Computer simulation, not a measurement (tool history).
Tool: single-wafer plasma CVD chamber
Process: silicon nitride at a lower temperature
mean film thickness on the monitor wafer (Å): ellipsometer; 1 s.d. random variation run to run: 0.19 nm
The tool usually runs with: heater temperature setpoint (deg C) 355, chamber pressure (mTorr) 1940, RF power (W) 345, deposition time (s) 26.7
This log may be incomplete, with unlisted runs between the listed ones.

| run | hour | heater temperature setpoint (deg C) | chamber pressure (mTorr) | RF power (W) | deposition time (s) | read-back reference wafer on the same gauge, thickness_nm | mean film thickness on the monitor wafer (Å) |
|---|---|---|---|---|---|---|---|
| 1 | 0.0 | 355 | 1940 | 390 | 28.6 | 30.528 | 393.92 |
| 2 | 11.9 | 355 | 1940 | 390 | 28.6 | 30.510 | 397.41 |
| 3 | 19.4 | 355 | 1940 | 345 | 26.7 | 30.504 | 350.70 |
| 4 | 36.1 | 355 | 1940 | 345 | 26.7 | 30.535 | 353.98 |
| 5 | 43.7 | 355 | 2310 | 345 | 28.1 | 30.435 | 394.81 |
| 6 | 51.5 | 348 | 1940 | 395 | 26.7 | 30.488 | 373.76 |
| 7 | 64.9 | 348 | 1940 | 395 | 26.7 | 30.478 | 372.77 |
| 8 | 80.4 | 348 | 1940 | 395 | 26.7 | 30.490 | 373.13 |
| 9 | 96.1 | 355 | 1940 | 345 | 25.4 | 30.511 | 332.86 |
| 10 | 111.8 | 355 | 1940 | 345 | 25.4 | 30.502 | 333.14 |
| 11 | 154.9 | 355 | 1940 | 345 | 25.4 | 30.481 | 336.48 |
| 12 | 200.8 | 350 | 1940 | 345 | 26.7 | 30.465 | 356.09 |
| 13 | 207.2 | 350 | 1940 | 345 | 26.7 | 30.523 | 351.62 |
| 14 | 218.1 | 355 | 2300 | 315 | 28.4 | 30.529 | 383.71 |
| 15 | 227.0 | 348 | 1940 | 395 | 26.7 | 30.518 | 375.38 |
| 16 | 243.5 | 366 | 2170 | 345 | 26.7 | 30.524 | 368.29 |
| 17 | 249.8 | 355 | 1670 | 285 | 26.7 | 30.525 | 311.84 |
| 18 | 301.6 | 350 | 1590 | 345 | 26.7 | 30.505 | 327.03 |
| 19 | 308.2 | 355 | 1580 | 345 | 26.7 | 30.492 | 326.33 |
| 20 | 316.6 | 355 | 1940 | 345 | 26.7 | 30.511 | 352.95 |
| 21 | 326.4 | 355 | 1940 | 345 | 26.7 | 30.468 | 355.58 |
| 22 | 343.4 | 355 | 2310 | 310 | 26.7 | 30.511 | 359.48 |
| 23 | 350.2 | 346 | 1810 | 370 | 26.7 | 30.466 | 353.23 |
| 24 | 384.4 | 355 | 2110 | 345 | 26.7 | 30.493 | 362.72 |
| 25 | 394.5 | 355 | 1670 | 295 | 26.7 | 30.480 | 314.65 |
| 26 | 400.6 | 364 | 1940 | 345 | 26.7 | 30.492 | 351.78 |

Not shown here: 5 entries made in the log between runs. Locate each between two listed runs and compare the hidden state at the listed run before it with the hidden state at the listed run after it:
From run 10 to run 11: showerhead replaced (hour 147.3)
  no hidden state differs between the two runs
From run 11 to run 12: thermocouple changed; heater temperature recalibrated (hour 166.5); capacitance manometer re-zeroed and calibrated (hour 175.3)
  no hidden state differs between the two runs
From run 17 to run 18: RF generator calibrated (hour 279.4); gauge calibrated (hour 298.2)
  no hidden state differs between the two runs
